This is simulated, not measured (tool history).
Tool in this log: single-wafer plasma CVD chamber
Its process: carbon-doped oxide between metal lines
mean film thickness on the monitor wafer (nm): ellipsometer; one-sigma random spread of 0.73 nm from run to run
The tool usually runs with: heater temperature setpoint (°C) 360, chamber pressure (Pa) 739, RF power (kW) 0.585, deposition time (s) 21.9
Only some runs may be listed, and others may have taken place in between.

run    hour  heater temperature setpoint (°C)  chamber pressure (Pa)  RF power (kW)  deposition time (s)  read-back reference wafer on the same gauge, thickness_nm  mean film thickness on the monitor wafer (nm)
  1     0.0                               360                    739          0.585                 21.9                                                    124.848                                        121.752
  2    66.6                               360                    739          0.585                 21.9                                                    125.297                                        121.427
       76.5  -- gauge calibrated
  3   114.2                               360                    739          0.585                 25.3                                                    125.178                                        139.760
  4   144.7                               360                    739          0.585                 25.3                                                    125.154                                        139.957
  5   190.3                               360                    739          0.585                 25.3                                                    124.681                                        140.526
  6   248.1                               360                    739          0.585                 21.9                                                    124.928                                        121.403
  7   300.3                               360                    641          0.635                 21.9                                                    124.818                                        124.665
  8   343.6                               360                    641          0.635                 21.9                                                    124.959                                        123.340
      374.4  -- showerhead replaced
  9   374.9                               360                    641          0.635                 21.9                                                    124.924                                        124.415
 10   437.0                               366                    739          0.585                 21.9                                                    124.586                                        119.381
 11   470.0                               366                    739          0.585                 21.9                                                    124.812                                        117.293
 12   537.0                               360                    739          0.585                 21.9                                                    125.127                                        120.020
      589.6  -- thermocouple changed; heater temperature recalibrated
 13   603.2                               360                    739          0.585                 21.9                                                    124.970                                        119.033
 14   628.5                               360                    841          0.585                 21.9                                                    125.108                                        120.717
 15   682.8                               347                    739          0.500                 21.9                                                    125.113                                        110.871
 16   710.5                               360                    739          0.585                 21.9                                                    125.053                                        117.793
 17   774.0                               351                    739          0.585                 21.9                                                    125.080                                        121.566
 18   834.8                               351                    815          0.585                 18.0                                                    124.943                                        101.419
      875.4  -- capacitance manometer re-zeroed and calibrated
 19   875.9                               360                    739          0.585                 25.3                                                    125.033                                        136.387
      895.8  -- gauge calibrated
      922.1  -- RF generator calibrated
 20   945.1                               347                    739          0.585                 25.7                                                    124.910                                        152.095
 21  1000.7                               360                    739          0.670                 21.9                                                    125.214                                        135.262
 22  1052.4                               360                    739          0.585                 21.9                                                    124.980                                        123.778
 23  1101.8                               360                    739          0.585                 21.9                                                    124.882                                        123.986
 24  1142.4                               360                    739          0.585                 26.1                                                    124.863                                        148.693
 25  1177.7                               354                    800          0.685                 24.9                                                    124.785                                        160.057
 26  1239.9                               374                    739          0.545                 18.4                                                    124.730                                         96.562

Predict each of these 4 candidate next runs independently; none follows another, all start after run 26:
  A  1240.3                               360                    739          0.585                 21.9                                                          ?                                              ?
  B  1240.3                               364                    739          0.620                 21.9                                                          ?                                              ?
  C  1240.3                               360                    585          0.585                 20.2                                                          ?                                              ?
  D  1240.3                               355                    739          0.585                 21.9                                                          ?                                              ?

run  read-back reference wafer on the same gauge, thickness_nm  mean film thickness on the monitor wafer (nm)
  A                                                    125.068                                        123.658
  B                                                    125.068                                        127.056
  C                                                    125.068                                        110.154
  D                                                    125.068                                        125.356
Without the tool's unlogged condition, the same runs would have read:
run  mean film thickness on the monitor wafer (nm)
  A                                        124.893
  B                                        128.326
  C                                        111.255
  D                                        126.609
